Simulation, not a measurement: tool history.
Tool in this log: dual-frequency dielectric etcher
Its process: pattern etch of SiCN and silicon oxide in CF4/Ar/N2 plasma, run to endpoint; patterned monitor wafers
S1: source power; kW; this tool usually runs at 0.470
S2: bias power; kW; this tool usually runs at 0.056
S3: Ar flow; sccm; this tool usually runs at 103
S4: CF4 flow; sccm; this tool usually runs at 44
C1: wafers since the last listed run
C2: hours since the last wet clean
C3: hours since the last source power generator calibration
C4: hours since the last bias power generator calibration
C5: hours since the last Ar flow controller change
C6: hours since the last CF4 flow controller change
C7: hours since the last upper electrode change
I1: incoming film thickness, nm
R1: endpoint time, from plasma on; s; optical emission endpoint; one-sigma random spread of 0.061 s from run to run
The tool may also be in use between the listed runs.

run 1 hour=0.0 | S1=0.470 S2=0.056 S3=103 S4=44 | C1=0 C2=300.7 C3=2761.5 C4=3190.2 C5=3194.4 C6=4188.0 C7=3461.3 | I1=14.87 | R1=21.3
run 2 hour=29.4 | S1=0.470 S2=0.056 S3=103 S4=44 | C1=364 C2=330.1 C3=2790.9 C4=3219.6 C5=3223.8 C6=4217.4 C7=3490.7 | I1=14.80 | R1=21.1
run 3 hour=93.0 | S1=0.470 S2=0.056 S3=103 S4=44 | C1=789 C2=393.7 C3=2854.5 C4=3283.2 C5=3287.4 C6=4281.0 C7=3554.3 | I1=14.82 | R1=21.1
run 4 hour=123.5 | S1=0.470 S2=0.056 S3=103 S4=44 | C1=378 C2=424.2 C3=2885.0 C4=3313.7 C5=3317.9 C6=4311.5 C7=3584.8 | I1=14.92 | R1=21.3
run 5 hour=178.0 | S1=0.470 S2=0.056 S3=103 S4=44 | C1=676 C2=478.7 C3=2939.5 C4=3368.2 C5=3372.4 C6=4366.0 C7=3639.3 | I1=14.87 | R1=21.2
-- hour=244.1 wet clean of the chamber
run 6 hour=244.6 | S1=0.470 S2=0.056 S3=103 S4=44 | C1=528 C2=0.5 C3=3006.1 C4=3434.8 C5=3439.0 C6=4432.6 C7=3705.9 | I1=14.95 | R1=21.4
-- hour=258.3 CF4 flow controller replaced
run 7 hour=284.3 | S1=0.470 S2=0.056 S3=103 S4=44 | C1=418 C2=40.2 C3=3045.8 C4=3474.5 C5=3478.7 C6=26.0 C7=3745.6 | I1=14.89 | R1=21.4
-- hour=325.0 upper electrode replaced
run 8 hour=338.6 | S1=0.470 S2=0.056 S3=103 S4=44 | C1=376 C2=94.5 C3=3100.1 C4=3528.8 C5=3533.0 C6=80.3 C7=13.6 | I1=14.80 | R1=21.3
-- hour=378.2 Ar flow controller replaced
run 9 hour=396.1 | S1=0.510 S2=0.066 S3=94 S4=44 | C1=639 C2=152.0 C3=3157.6 C4=3586.3 C5=17.9 C6=137.8 C7=71.1 | I1=14.90 | R1=18.1
run 10 hour=459.7 | S1=0.470 S2=0.044 S3=103 S4=44 | C1=789 C2=215.6 C3=3221.2 C4=3649.9 C5=81.5 C6=201.4 C7=134.7 | I1=14.83 | R1=23.0
-- hour=476.1 source power generator calibrated
run 11 hour=489.7 | S1=0.570 S2=0.056 S3=117 S4=38 | C1=322 C2=245.6 C3=13.6 C4=3679.9 C5=111.5 C6=231.4 C7=164.7 | I1=14.93 | R1=17.5
-- hour=506.5 bias power generator calibrated
run 12 hour=530.3 | S1=0.390 S2=0.049 S3=103 S4=50 | C1=454 C2=286.2 C3=54.2 C4=23.8 C5=152.1 C6=272.0 C7=205.3 | I1=14.78 | R1=25.6
run 13 hour=577.8 | S1=0.390 S2=0.049 S3=103 S4=50 | C1=589 C2=333.7 C3=101.7 C4=71.3 C5=199.6 C6=319.5 C7=252.8 | I1=15.08 | R1=26.2
run 14 hour=629.8 | S1=0.520 S2=0.056 S3=78 S4=44 | C1=645 C2=385.7 C3=153.7 C4=123.3 C5=251.6 C6=371.5 C7=304.8 | I1=14.94 | R1=17.4
run 15 hour=656.7 | S1=0.470 S2=0.067 S3=84 S4=33 | C1=333 C2=412.6 C3=180.6 C4=150.2 C5=278.5 C6=398.4 C7=331.7 | I1=14.88 | R1=19.5

Each row is a separate what-if for the run after 15, all from the same tool condition, not one after another. Results?
run A hour=657.1 | S1=0.470 S2=0.056 S3=103 S4=44 | C1=4 C2=413.0 C3=181.0 C4=150.6 C5=278.9 C6=398.8 C7=332.1 | I1=14.77 | R1=?
run B hour=657.1 | S1=0.580 S2=0.047 S3=94 S4=44 | C1=4 C2=413.0 C3=181.0 C4=150.6 C5=278.9 C6=398.8 C7=332.1 | I1=14.77 | R1=?
run C hour=657.1 | S1=0.390 S2=0.050 S3=121 S4=48 | C1=4 C2=413.0 C3=181.0 C4=150.6 C5=278.9 C6=398.8 C7=332.1 | I1=14.77 | R1=?

run=A R1=20.3
run=B R1=16.8
run=C R1=26.6
With no hidden state in the tool, these same runs would have given:
run=A R1=20.3
run=B R1=16.8
run=C R1=26.5
